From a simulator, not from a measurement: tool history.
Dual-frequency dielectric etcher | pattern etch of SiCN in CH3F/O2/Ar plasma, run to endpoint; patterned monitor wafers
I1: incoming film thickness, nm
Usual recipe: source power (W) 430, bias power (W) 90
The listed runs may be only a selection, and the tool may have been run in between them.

run 1 day=0 | source_power_(W)=430 bias_power_(W)=90 | I1=12.23 | endpoint_time_(s)=28
run 2 day=0.879 | source_power_(W)=430 bias_power_(W)=81 | I1=12.36 | endpoint_time_(s)=29
run 3 day=1.533 | source_power_(W)=430 bias_power_(W)=81 | I1=12.33 | endpoint_time_(s)=28.7
run 4 day=2.262 | source_power_(W)=430 bias_power_(W)=81 | I1=12.3 | endpoint_time_(s)=28.9
run 5 day=3.646 | source_power_(W)=360 bias_power_(W)=90 | I1=12.39 | endpoint_time_(s)=28.7
run 6 day=4.171 | source_power_(W)=400 bias_power_(W)=90 | I1=12.29 | endpoint_time_(s)=28.4
run 7 day=5.046 | source_power_(W)=400 bias_power_(W)=90 | I1=12.39 | endpoint_time_(s)=28.4
run 8 day=5.925 | source_power_(W)=430 bias_power_(W)=90 | I1=12.36 | endpoint_time_(s)=27.3
run 9 day=7.212 | source_power_(W)=430 bias_power_(W)=90 | I1=12.2 | endpoint_time_(s)=27.1
run 10 day=10.062 | source_power_(W)=430 bias_power_(W)=90 | I1=12.25 | endpoint_time_(s)=27.1
-- day=11.262 wet clean of the chamber
run 11 day=11.283 | source_power_(W)=430 bias_power_(W)=90 | I1=12.41 | endpoint_time_(s)=29.1
run 12 day=11.5 | source_power_(W)=430 bias_power_(W)=104 | I1=12.37 | endpoint_time_(s)=27.7
run 13 day=12.088 | source_power_(W)=430 bias_power_(W)=90 | I1=12.16 | endpoint_time_(s)=28.5
run 14 day=13.304 | source_power_(W)=430 bias_power_(W)=76 | I1=12.26 | endpoint_time_(s)=30.2
run 15 day=16.633 | source_power_(W)=430 bias_power_(W)=76 | I1=12.39 | endpoint_time_(s)=30
-- day=18.125 upper electrode replaced, of another model than before
run 16 day=18.146 | source_power_(W)=430 bias_power_(W)=90 | I1=12.4 | endpoint_time_(s)=28.7
run 17 day=18.162 | source_power_(W)=430 bias_power_(W)=90 | I1=12.23 | endpoint_time_(s)=28.3
run 18 day=18.821 | source_power_(W)=380 bias_power_(W)=90 | I1=12.19 | endpoint_time_(s)=29.6
-- day=19.475 bias power generator calibrated
run 19 day=19.642 | source_power_(W)=320 bias_power_(W)=90 | I1=12.15 | endpoint_time_(s)=31.3
run 20 day=20.15 | source_power_(W)=430 bias_power_(W)=90 | I1=12.2 | endpoint_time_(s)=27.9
run 21 day=20.746 | source_power_(W)=340 bias_power_(W)=106 | I1=12.24 | endpoint_time_(s)=28.8
-- day=22.3 source power generator calibrated
run 22 day=22.321 | source_power_(W)=340 bias_power_(W)=103 | I1=12.39 | endpoint_time_(s)=29.3
run 23 day=22.85 | source_power_(W)=430 bias_power_(W)=84 | I1=12.33 | endpoint_time_(s)=28.7
run 24 day=23.988 | source_power_(W)=480 bias_power_(W)=84 | I1=12.33 | endpoint_time_(s)=27.6
run 25 day=25.15 | source_power_(W)=400 bias_power_(W)=111 | I1=12.27 | endpoint_time_(s)=26.2
run 26 day=26.417 | source_power_(W)=430 bias_power_(W)=81 | I1=12.21 | endpoint_time_(s)=28.9
run 27 day=27.175 | source_power_(W)=360 bias_power_(W)=90 | I1=12.38 | endpoint_time_(s)=30.2
run 28 day=28.412 | source_power_(W)=340 bias_power_(W)=100 | I1=12.34 | endpoint_time_(s)=29.6
-- day=30.396 wet clean of the chamber
run 29 day=30.417 | source_power_(W)=430 bias_power_(W)=90 | I1=12.4 | endpoint_time_(s)=28.7
run 30 day=30.429 | source_power_(W)=530 bias_power_(W)=77 | I1=12.35 | endpoint_time_(s)=28.2
run 31 day=31.529 | source_power_(W)=520 bias_power_(W)=90 | I1=12.32 | endpoint_time_(s)=26.3
run 32 day=32.454 | source_power_(W)=350 bias_power_(W)=81 | I1=12.31 | endpoint_time_(s)=32.1
run 33 day=33.3 | source_power_(W)=520 bias_power_(W)=108 | I1=12.41 | endpoint_time_(s)=24.7
run 34 day=34.475 | source_power_(W)=430 bias_power_(W)=90 | I1=12.18 | endpoint_time_(s)=28.5

For some of the steps in endpoint time (s) from one run to the next: how much would appear even if the tool had no hidden state, given the settings, what came in and random variation, and how much remains for the hidden state plus any gauge scatter that the measured result and the result without hidden state don't share?
The tool's hidden condition here consists of: etch rate over this chamber's usual, %; source power that arrives over what is set, %; bias power that arrives over what is set, %.
Run 10 -> 11: wet clean of the chamber. endpoint time (s) +2: hidden state +1.4, all else +0.6.
Run 14 -> 15: no setting changed, nothing entered. endpoint time (s) -0.2: hidden state -0.3, all else +0.1.
Run 28 -> 29: source power (W) 340 -> 430, bias power (W) 100 -> 90, wet clean of the chamber. endpoint time (s) -0.9: hidden state +1, all else -1.9.
Run 31 -> 32: source power (W) 520 -> 350, bias power (W) 90 -> 81. endpoint time (s) +5.8: hidden state +0, all else +5.8.
Run 32 -> 33: source power (W) 350 -> 520, bias power (W) 81 -> 108. endpoint time (s) -7.4: hidden state -0.1, all else -7.3.
Run 33 -> 34: source power (W) 520 -> 430, bias power (W) 108 -> 90. endpoint time (s) +3.8: hidden state +0, all else +3.8.

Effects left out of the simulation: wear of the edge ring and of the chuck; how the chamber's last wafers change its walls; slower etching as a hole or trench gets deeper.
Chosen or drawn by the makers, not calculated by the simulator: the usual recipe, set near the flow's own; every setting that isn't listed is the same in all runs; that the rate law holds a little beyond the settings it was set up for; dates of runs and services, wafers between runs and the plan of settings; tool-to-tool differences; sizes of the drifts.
